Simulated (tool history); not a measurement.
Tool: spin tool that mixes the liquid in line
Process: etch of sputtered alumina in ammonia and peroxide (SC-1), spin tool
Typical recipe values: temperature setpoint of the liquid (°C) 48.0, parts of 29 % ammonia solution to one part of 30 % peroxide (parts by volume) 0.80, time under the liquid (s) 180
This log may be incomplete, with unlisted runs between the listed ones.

run,hour,temperature setpoint of the liquid (°C),parts of 29 % ammonia solution to one part of 30 % peroxide (parts by volume),time under the liquid (s),"read-back film thickness of the sputtered alumina reference wafer, read on the same gauge (nm)",thickness taken off the sputtered alumina on a monitor wafer (nm)
1,0.0,48.0,0.80,180,89.98,11.65
# hour 7.3: ammonia flow meter replaced
2,12.9,48.0,0.80,180,90.00,12.01
3,44.2,48.0,0.80,180,90.01,11.84
4,67.8,48.0,0.80,110,89.99,7.28
5,83.7,48.0,0.80,110,90.04,7.28
6,114.7,48.0,0.80,180,89.95,11.91
7,126.8,56.0,0.80,180,90.02,18.22
# hour 139.1: heated supply line repaired
# hour 156.3: thermometer replaced
8,156.8,48.0,0.45,125,90.02,7.29
9,178.4,45.0,0.45,180,90.03,8.98
# hour 208.3: gauge calibrated
10,212.2,48.0,0.80,110,90.05,6.89
11,238.2,48.0,0.45,120,90.04,7.08
12,251.4,48.0,0.80,180,90.00,11.14
13,266.3,51.0,0.80,115,89.98,8.57
14,285.5,57.5,1.00,95,89.97,10.41
# hour 310.4: new drum of ammonia solution connected
15,379.9,48.0,0.45,145,90.00,8.66
16,393.5,50.5,0.80,105,89.97,7.66
17,411.6,48.0,0.80,125,90.01,7.81
18,428.7,48.0,0.80,180,90.00,11.24
19,464.0,51.0,1.20,250,89.95,19.41
20,484.5,48.0,0.80,180,89.99,11.46
21,499.3,44.5,1.10,250,89.99,13.36
22,514.0,52.0,0.55,270,90.00,20.41
23,538.9,52.5,1.20,125,90.02,10.39
24,569.2,45.0,1.05,90,90.02,4.93
25,599.6,44.5,1.15,120,90.00,6.56

Consider 4 possible next runs. They are alternatives, not a sequence: every one starts from the tool as it was left by run 25. What does each give?
A,600.1,48.0,0.50,180,?,?
B,600.1,48.0,1.00,180,?,?
C,600.1,52.5,0.80,180,?,?
D,600.1,44.0,0.80,255,?,?

run,"read-back film thickness of the sputtered alumina reference wafer, read on the same gauge (nm)",thickness taken off the sputtered alumina on a monitor wafer (nm)
A,90.01,11.02
B,90.01,11.78
C,90.01,14.75
D,90.01,13.03
Without the tool's hidden state the same runs would have given:
run,thickness taken off the sputtered alumina on a monitor wafer (nm)
A,10.86
B,11.60
C,14.54
D,12.83
